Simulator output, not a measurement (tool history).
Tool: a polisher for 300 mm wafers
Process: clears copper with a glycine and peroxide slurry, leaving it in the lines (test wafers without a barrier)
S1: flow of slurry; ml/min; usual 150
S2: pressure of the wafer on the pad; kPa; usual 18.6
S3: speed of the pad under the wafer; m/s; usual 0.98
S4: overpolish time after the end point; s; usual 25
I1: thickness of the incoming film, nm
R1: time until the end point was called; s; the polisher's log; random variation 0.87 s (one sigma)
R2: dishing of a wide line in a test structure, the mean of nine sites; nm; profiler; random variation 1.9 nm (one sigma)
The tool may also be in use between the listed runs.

Run 1, hour 0: usual settings; I1 584.6. Result: R1 116.2 s, R2 78 nm.
Run 2, hour 106.9: usual settings; I1 585.5. Result: R1 119 s, R2 77.5 nm.
Run 3, hour 156.5: usual settings; I1 579.4. Result: R1 118.8 s, R2 77.4 nm.
At hour 198.1: worn pad replaced by a new one.
Run 4, hour 211.9: usual settings; I1 594.5. Result: R1 123.1 s, R2 74.5 nm.
At hour 258.4: slurry nozzle cleaned.
Run 5, hour 271.2: usual settings; I1 596.9. Result: R1 109.2 s, R2 75.6 nm.
Run 6, hour 357.7: usual settings but S3 1.24 m/s, S4 33 s; I1 582.7. Result: R1 92.3 s, R2 102.6 nm.
Run 7, hour 431.2: usual settings but S3 1.24 m/s, S4 33 s; I1 590.3. Result: R1 95.3 s, R2 97.3 nm.
At hour 466.8: worn pad replaced by a new one.
Run 8, hour 484.2: usual settings but S3 1.24 m/s, S4 33 s; I1 598.7. Result: R1 97 s, R2 99.7 nm.
Run 9, hour 525.2: usual settings but S2 16.5 kPa; I1 576.9. Result: R1 118 s, R2 77.1 nm.
Run 10, hour 630.9: usual settings but S1 115 ml/min, S4 15 s; I1 592.1. Result: R1 119.5 s, R2 52.8 nm.
At hour 698.3: worn pad replaced by a new one.
Run 11, hour 713.8: usual settings but S1 110 ml/min, S2 16.5 kPa, S3 1.3 m/s, S4 18 s; I1 596.4. Result: R1 113.2 s, R2 62.5 nm.
Run 12, hour 766.9: usual settings but S1 175 ml/min, S2 15.9 kPa, S3 0.66 m/s, S4 13 s; I1 589.2. Result: R1 150.6 s, R2 37.3 nm.
Run 13, hour 809.7: usual settings; I1 587.4. Result: R1 114.6 s, R2 74.3 nm.
At hour 856.1: head pressure recalibrated.
Run 14, hour 911.3: usual settings but S2 14.5 kPa, S3 0.74 m/s; I1 579.6. Result: R1 161.9 s, R2 58 nm.
Run 15, hour 964.2: usual settings but S2 23.4 kPa, S4 33 s; I1 592.5. Result: R1 100 s, R2 98.4 nm.
At hour 988.7: worn pad replaced by a new one.
At hour 1007: slurry nozzle cleaned.
Run 16, hour 1026.8: usual settings but S1 115 ml/min, S4 17 s; I1 590.9. Result: R1 112.4 s, R2 59.2 nm.
Run 17, hour 1111.7: usual settings but S1 110 ml/min, S3 0.86 m/s; I1 585.9. Result: R1 124.2 s, R2 74 nm.
Run 18, hour 1157.9: usual settings but S1 175 ml/min, S2 22.8 kPa; I1 586.7. Result: R1 91.1 s, R2 87.1 nm.
At hour 1229.1: worn pad replaced by a new one.
Run 19, hour 1229.6: usual settings; I1 596.5. Result: R1 112.2 s, R2 78.4 nm.
Run 20, hour 1268: usual settings but S2 20.7 kPa; I1 583.3. Result: R1 102.6 s, R2 81.6 nm.

Forecast each of these 5 alternatives for the next run:
Run A, hour 1268.5: usual settings; I1 584.9. Result: R1 ?, R2 ?.
Run B, hour 1268.5: usual settings but S1 120 ml/min, S2 21.4 kPa; I1 584.9. Result: R1 ?, R2 ?.
Run C, hour 1268.5: usual settings but S4 33 s; I1 584.9. Result: R1 ?, R2 ?.
Run D, hour 1268.5: usual settings but S1 190 ml/min, S2 15.2 kPa, S4 10 s; I1 584.9. Result: R1 ?, R2 ?.
Run E, hour 1268.5: usual settings but S1 130 ml/min, S2 15.9 kPa, S3 1.28 m/s, S4 15 s; I1 584.9. Result: R1 ?, R2 ?.

run     R1    R2
  A  110.5  81.2
  B  103.7  85.2
  C  110.5  96.6
  D    124  36.1
  E  110.1  55.4
Without the tool's hidden state the same runs would have given:
run     R1    R2
  A  106.1  83.4
  B   98.8  87.9
  C  106.1  98.9
  D  119.9  37.2
  E  105.2  57.4
